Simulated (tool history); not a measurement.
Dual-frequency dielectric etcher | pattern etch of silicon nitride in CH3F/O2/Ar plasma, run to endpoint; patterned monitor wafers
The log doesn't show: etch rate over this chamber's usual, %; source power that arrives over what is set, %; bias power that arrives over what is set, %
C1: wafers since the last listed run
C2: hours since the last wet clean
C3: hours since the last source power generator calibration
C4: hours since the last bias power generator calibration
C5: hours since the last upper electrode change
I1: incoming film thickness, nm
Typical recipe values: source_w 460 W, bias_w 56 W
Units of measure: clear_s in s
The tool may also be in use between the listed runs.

{"run": 1, "hour": 0.0, "source_w": 460, "bias_w": 56, "C1": 0, "C2": 364.5, "C3": 2156.8, "C4": 1459.2, "C5": 998.8, "I1": 28.55, "clear_s": 44}
{"run": 2, "hour": 38.9, "source_w": 460, "bias_w": 56, "C1": 567, "C2": 403.4, "C3": 2195.7, "C4": 1498.1, "C5": 1037.7, "I1": 28.73, "clear_s": 44.3}
{"run": 3, "hour": 98.3, "source_w": 460, "bias_w": 56, "C1": 866, "C2": 462.8, "C3": 2255.1, "C4": 1557.5, "C5": 1097.1, "I1": 28.72, "clear_s": 45}
{"run": 4, "hour": 138.7, "source_w": 430, "bias_w": 56, "C1": 589, "C2": 503.2, "C3": 2295.5, "C4": 1597.9, "C5": 1137.5, "I1": 28.85, "clear_s": 46.9}
{"hour": 212.9, "done": "wet clean of the chamber"}
{"run": 5, "hour": 213.4, "source_w": 430, "bias_w": 56, "C1": 739, "C2": 0.5, "C3": 2370.2, "C4": 1672.6, "C5": 1212.2, "I1": 28.99, "clear_s": 46.4}
{"run": 6, "hour": 252.3, "source_w": 430, "bias_w": 56, "C1": 567, "C2": 39.4, "C3": 2409.1, "C4": 1711.5, "C5": 1251.1, "I1": 28.66, "clear_s": 46.6}
{"run": 7, "hour": 290.7, "source_w": 460, "bias_w": 56, "C1": 560, "C2": 77.8, "C3": 2447.5, "C4": 1749.9, "C5": 1289.5, "I1": 29.12, "clear_s": 45.9}
{"run": 8, "hour": 325.0, "source_w": 460, "bias_w": 56, "C1": 500, "C2": 112.1, "C3": 2481.8, "C4": 1784.2, "C5": 1323.8, "I1": 28.7, "clear_s": 44.6}
{"run": 9, "hour": 383.4, "source_w": 460, "bias_w": 56, "C1": 852, "C2": 170.5, "C3": 2540.2, "C4": 1842.6, "C5": 1382.2, "I1": 28.58, "clear_s": 44.9}
{"run": 10, "hour": 407.6, "source_w": 460, "bias_w": 67, "C1": 353, "C2": 194.7, "C3": 2564.4, "C4": 1866.8, "C5": 1406.4, "I1": 28.73, "clear_s": 42.8}
{"run": 11, "hour": 446.7, "source_w": 460, "bias_w": 56, "C1": 570, "C2": 233.8, "C3": 2603.5, "C4": 1905.9, "C5": 1445.5, "I1": 28.69, "clear_s": 45.3}
{"run": 12, "hour": 484.1, "source_w": 460, "bias_w": 56, "C1": 545, "C2": 271.2, "C3": 2640.9, "C4": 1943.3, "C5": 1482.9, "I1": 28.73, "clear_s": 45}
{"run": 13, "hour": 552.3, "source_w": 530, "bias_w": 62, "C1": 995, "C2": 339.4, "C3": 2709.1, "C4": 2011.5, "C5": 1551.1, "I1": 28.82, "clear_s": 41.6}
{"run": 14, "hour": 603.8, "source_w": 530, "bias_w": 62, "C1": 751, "C2": 390.9, "C3": 2760.6, "C4": 2063, "C5": 1602.6, "I1": 28.6, "clear_s": 40.9}
{"run": 15, "hour": 653.5, "source_w": 460, "bias_w": 56, "C1": 725, "C2": 440.6, "C3": 2810.3, "C4": 2112.7, "C5": 1652.3, "I1": 28.66, "clear_s": 44.9}
{"run": 16, "hour": 692.0, "source_w": 460, "bias_w": 49, "C1": 561, "C2": 479.1, "C3": 2848.8, "C4": 2151.2, "C5": 1690.8, "I1": 28.84, "clear_s": 46.9}
{"hour": 732.2, "done": "wet clean of the chamber"}
{"run": 17, "hour": 761.8, "source_w": 460, "bias_w": 56, "C1": 668, "C2": 29.6, "C3": 2918.6, "C4": 2221, "C5": 1760.6, "I1": 28.68, "clear_s": 44.9}
{"hour": 795.4, "done": "upper electrode replaced"}
{"run": 18, "hour": 827.1, "source_w": 460, "bias_w": 56, "C1": 602, "C2": 94.9, "C3": 2983.9, "C4": 2286.3, "C5": 31.7, "I1": 28.87, "clear_s": 45.3}
{"hour": 848.0, "done": "source power generator calibrated"}
{"run": 19, "hour": 886.5, "source_w": 460, "bias_w": 56, "C1": 808, "C2": 154.3, "C3": 38.5, "C4": 2345.7, "C5": 91.1, "I1": 28.97, "clear_s": 45.9}
{"run": 20, "hour": 925.0, "source_w": 460, "bias_w": 43, "C1": 561, "C2": 192.8, "C3": 77, "C4": 2384.2, "C5": 129.6, "I1": 28.76, "clear_s": 48}
{"run": 21, "hour": 977.6, "source_w": 530, "bias_w": 62, "C1": 767, "C2": 245.4, "C3": 129.6, "C4": 2436.8, "C5": 182.2, "I1": 29.04, "clear_s": 42}
{"run": 22, "hour": 1035.2, "source_w": 460, "bias_w": 56, "C1": 840, "C2": 303, "C3": 187.2, "C4": 2494.4, "C5": 239.8, "I1": 28.51, "clear_s": 44.7}
{"run": 23, "hour": 1105.7, "source_w": 500, "bias_w": 43, "C1": 1028, "C2": 373.5, "C3": 257.7, "C4": 2564.9, "C5": 310.3, "I1": 28.62, "clear_s": 45.7}
{"hour": 1116.2, "done": "bias power generator calibrated"}
{"run": 24, "hour": 1176.9, "source_w": 530, "bias_w": 65, "C1": 980, "C2": 444.7, "C3": 328.9, "C4": 60.7, "C5": 381.5, "I1": 28.63, "clear_s": 40.5}
{"hour": 1239.7, "done": "wet clean of the chamber"}
{"run": 25, "hour": 1265.8, "source_w": 340, "bias_w": 51, "C1": 947, "C2": 26.1, "C3": 417.8, "C4": 149.6, "C5": 470.4, "I1": 28.42, "clear_s": 51.2}
{"run": 26, "hour": 1306.2, "source_w": 580, "bias_w": 45, "C1": 589, "C2": 66.5, "C3": 458.2, "C4": 190, "C5": 510.8, "I1": 28.94, "clear_s": 43.3}
{"run": 27, "hour": 1364.3, "source_w": 370, "bias_w": 65, "C1": 847, "C2": 124.6, "C3": 516.3, "C4": 248.1, "C5": 568.9, "I1": 28.87, "clear_s": 47.1}
{"run": 28, "hour": 1415.7, "source_w": 490, "bias_w": 43, "C1": 750, "C2": 176, "C3": 567.7, "C4": 299.5, "C5": 620.3, "I1": 28.74, "clear_s": 46.3}
{"run": 29, "hour": 1476.8, "source_w": 370, "bias_w": 69, "C1": 891, "C2": 237.1, "C3": 628.8, "C4": 360.6, "C5": 681.4, "I1": 28.77, "clear_s": 46.6}
{"run": 30, "hour": 1516.3, "source_w": 390, "bias_w": 65, "C1": 576, "C2": 276.6, "C3": 668.3, "C4": 400.1, "C5": 720.9, "I1": 28.61, "clear_s": 45.1}
{"run": 31, "hour": 1546.6, "source_w": 460, "bias_w": 45, "C1": 442, "C2": 306.9, "C3": 698.6, "C4": 430.4, "C5": 751.2, "I1": 28.69, "clear_s": 48.2}
{"hour": 1716.1, "done": "wet clean of the chamber"}
{"run": 32, "hour": 1735.5, "source_w": 460, "bias_w": 56, "C1": 2406, "C2": 19.4, "C3": 887.5, "C4": 619.3, "C5": 940.1, "I1": 28.71, "clear_s": 44.6}
{"run": 33, "hour": 1766.2, "source_w": 430, "bias_w": 50, "C1": 447, "C2": 50.1, "C3": 918.2, "C4": 650, "C5": 970.8, "I1": 28.91, "clear_s": 48.7}

Below are 4 alternative next runs, each starting from the tool's condition after run 33. Predict each:
{"run": "A", "hour": 1766.6, "source_w": 460, "bias_w": 56, "C1": 5, "C2": 50.5, "C3": 918.6, "C4": 650.4, "C5": 971.2, "I1": 28.91, "clear_s": "?"}
{"run": "B", "hour": 1766.6, "source_w": 510, "bias_w": 65, "C1": 5, "C2": 50.5, "C3": 918.6, "C4": 650.4, "C5": 971.2, "I1": 28.91, "clear_s": "?"}
{"run": "C", "hour": 1766.6, "source_w": 410, "bias_w": 52, "C1": 5, "C2": 50.5, "C3": 918.6, "C4": 650.4, "C5": 971.2, "I1": 28.91, "clear_s": "?"}
{"run": "D", "hour": 1766.6, "source_w": 380, "bias_w": 45, "C1": 5, "C2": 50.5, "C3": 918.6, "C4": 650.4, "C5": 971.2, "I1": 28.91, "clear_s": "?"}

run=A clear_s=44.9
run=B clear_s=41.4
run=C clear_s=47.8
run=D clear_s=51.1
Stripped of hidden state, with their random variation kept, the same runs would have yielded:
run=A clear_s=44.9
run=B clear_s=41.4
run=C clear_s=47.8
run=D clear_s=51.1
